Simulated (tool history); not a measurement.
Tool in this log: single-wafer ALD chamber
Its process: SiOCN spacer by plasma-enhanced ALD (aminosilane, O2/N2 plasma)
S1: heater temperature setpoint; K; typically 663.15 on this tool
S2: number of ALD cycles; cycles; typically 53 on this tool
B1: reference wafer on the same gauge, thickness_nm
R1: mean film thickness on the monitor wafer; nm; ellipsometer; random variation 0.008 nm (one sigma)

run   hour      S1  S2     B1     R1
  1      0  663.15  45  3.822  2.729
  2   30.7  663.15  45  3.821  2.721
  3   50.1  663.15  53  3.821  3.212
      60.1  -- gauge calibrated
  4   67.4  652.15  56  3.823  3.393
  5  109.4  652.15  56   3.82  3.393
  6  129.5  652.15  56   3.82  3.386
  7  162.9  674.15  53   3.82  3.183
  8    257  674.15  53  3.821  3.174
     290.6  -- thermocouple changed; heater temperature recalibrated
  9  291.1  674.15  53   3.82  3.191
 10  297.4  663.15  53   3.82  3.229
 11  330.1  663.15  53   3.82  3.198
 12  344.3  658.15  53  3.818  3.197
 13  364.7  651.15  53  3.819  3.215
 14  429.1  658.15  56  3.819    3.4
 15    446  663.15  49  3.823  2.968
     469.5  -- gauge calibrated
 16  470.4  653.15  48  3.817  2.907
 17    487  667.15  58  3.817  3.514
 18  506.1  663.15  53  3.819  3.205
 19  528.9  656.15  53  3.822  3.203
 20  558.6  663.15  53  3.819   3.22
 21  586.8  668.15  63   3.82  3.813
 22  614.3  663.15  56   3.82  3.398
 23  649.7  667.15  47   3.82  2.846
 24  675.2  677.15  45  3.819   2.69
 25  708.5  663.15  53  3.821  3.194
 26  725.8  667.15  61   3.82  3.693
 27  755.2  657.15  53  3.818  3.206
 28  790.1  667.15  47   3.82  2.853

4 ways to go on from here, each from the tool as it stands after run 28. What would each give?
  A  790.6  663.15  53   ?   ?
  B  790.6  677.15  46   ?   ?
  C  790.6  672.15  58   ?   ?
  D  790.6  663.15  63   ?   ?

run     B1     R1
  A  3.816  3.205
  B  3.816  2.732
  C  3.816  3.504
  D  3.816  3.809
Stripped of hidden state, with their random variation kept, the same runs would have yielded:
run     R1
  A  3.205
  B  2.732
  C  3.504
  D  3.809

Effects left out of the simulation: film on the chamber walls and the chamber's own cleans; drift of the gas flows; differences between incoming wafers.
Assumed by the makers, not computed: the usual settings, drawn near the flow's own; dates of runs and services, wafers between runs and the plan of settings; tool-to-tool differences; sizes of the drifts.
